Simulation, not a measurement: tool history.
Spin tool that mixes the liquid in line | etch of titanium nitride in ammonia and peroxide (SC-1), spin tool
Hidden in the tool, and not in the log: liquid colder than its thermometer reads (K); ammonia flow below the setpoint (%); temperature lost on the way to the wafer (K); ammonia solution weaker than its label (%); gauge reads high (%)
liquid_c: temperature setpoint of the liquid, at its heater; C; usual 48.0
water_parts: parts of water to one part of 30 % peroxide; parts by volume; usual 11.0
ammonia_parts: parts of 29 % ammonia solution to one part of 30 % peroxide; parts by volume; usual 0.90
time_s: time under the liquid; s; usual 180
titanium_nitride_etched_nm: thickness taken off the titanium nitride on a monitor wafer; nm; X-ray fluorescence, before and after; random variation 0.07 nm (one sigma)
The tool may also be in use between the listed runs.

run	hour	liquid_c	water_parts	ammonia_parts	time_s	wafers since the last listed run	hours since the thermometer was replaced	hours since the ammonia flow meter was replaced	hours since the heated supply line was repaired	hours since the drum of ammonia solution was connected	hours since the gauge calibration	read-back film thickness of the titanium nitride reference wafer, read on the same gauge (nm)	titanium_nitride_etched_nm
1	0.0	43.0	15.0	0.90	180	0	2329.5	1061.5	2719.9	316.6	351.0	149.98	4.71
2	29.2	43.0	15.0	0.90	180	206	2358.7	1090.7	2749.1	345.8	380.2	150.01	4.71
3	82.0	43.0	15.0	0.90	180	373	2411.5	1143.5	2801.9	398.6	433.0	149.96	4.63
4	109.0	48.0	11.0	0.90	180	191	2438.5	1170.5	2828.9	425.6	460.0	149.97	7.89
5	172.2	48.0	11.0	0.90	180	447	2501.7	1233.7	2892.1	488.8	523.2	149.97	7.84
6	222.3	48.0	11.0	0.90	180	354	2551.8	1283.8	2942.2	538.9	573.3	150.01	7.71
# hour 232.5: ammonia flow meter replaced
# hour 245.0: heated supply line repaired
7	258.5	48.0	11.0	0.90	180	242	2588.0	26.0	13.5	575.1	609.5	150.03	8.90
# hour 299.9: new drum of ammonia solution connected
8	387.2	48.0	11.0	0.90	180	903	2716.7	154.7	142.2	87.3	738.2	149.97	8.68
9	457.0	48.0	16.5	0.90	180	493	2786.5	224.5	212.0	157.1	808.0	150.02	7.17
# hour 471.8: thermometer replaced
10	525.8	48.0	11.0	0.90	180	479	54.0	293.3	280.8	225.9	876.8	149.99	9.73
11	573.1	48.0	11.0	0.90	180	334	101.3	340.6	328.1	273.2	924.1	149.98	9.66
12	625.9	48.0	11.0	1.05	215	373	154.1	393.4	380.9	326.0	976.9	150.05	11.88
13	682.3	48.0	11.0	0.90	180	399	210.5	449.8	437.3	382.4	1033.3	149.98	9.62
14	728.4	48.0	13.0	0.90	215	326	256.6	495.9	483.4	428.5	1079.4	149.95	10.69
# hour 739.3: gauge calibrated
15	758.7	48.0	11.0	0.90	180	214	286.9	526.2	513.7	458.8	19.4	150.01	9.61
16	798.6	48.0	16.0	0.45	180	282	326.8	566.1	553.6	498.7	59.3	150.02	6.97
17	859.2	57.5	14.0	0.90	285	428	387.4	626.7	614.2	559.3	119.9	150.02	25.34
18	885.4	44.5	9.0	1.20	245	185	413.6	652.9	640.4	585.5	146.1	149.99	11.54
# hour 911.9: new drum of ammonia solution connected
19	930.2	48.0	11.0	0.90	180	309	458.4	697.7	685.2	18.3	190.9	150.05	9.46
20	994.9	45.5	11.0	0.90	115	457	523.1	762.4	749.9	83.0	255.6	150.01	4.99
21	1042.8	56.5	13.0	1.10	225	338	571.0	810.3	797.8	130.9	303.5	150.00	20.10
22	1110.8	48.0	11.0	0.90	180	481	639.0	878.3	865.8	198.9	371.5	149.98	9.25
23	1178.9	48.0	11.0	0.90	180	481	707.1	946.4	933.9	267.0	439.6	149.96	9.18
24	1207.5	45.0	11.0	0.50	115	202	735.7	975.0	962.5	295.6	468.2	149.98	4.28
25	1367.0	48.0	11.0	0.45	180	1128	895.2	1134.5	1122.0	455.1	627.7	150.01	8.04

3 ways to go on from here, each from the tool as it stands after run 25. What would each give?
A	1367.5	48.0	11.0	0.90	130	3	895.7	1135.0	1122.5	455.6	628.2	?	?
B	1367.5	56.5	11.0	0.90	180	3	895.7	1135.0	1122.5	455.6	628.2	?	?
C	1367.5	39.5	11.0	0.90	180	3	895.7	1135.0	1122.5	455.6	628.2	?	?

run	read-back film thickness of the titanium nitride reference wafer, read on the same gauge (nm)	titanium_nitride_etched_nm
A	150.01	6.54
B	150.01	16.31
C	150.01	4.86
Without the tool's hidden state the same runs would have given:
run	titanium_nitride_etched_nm
A	7.23
B	17.96
C	5.41
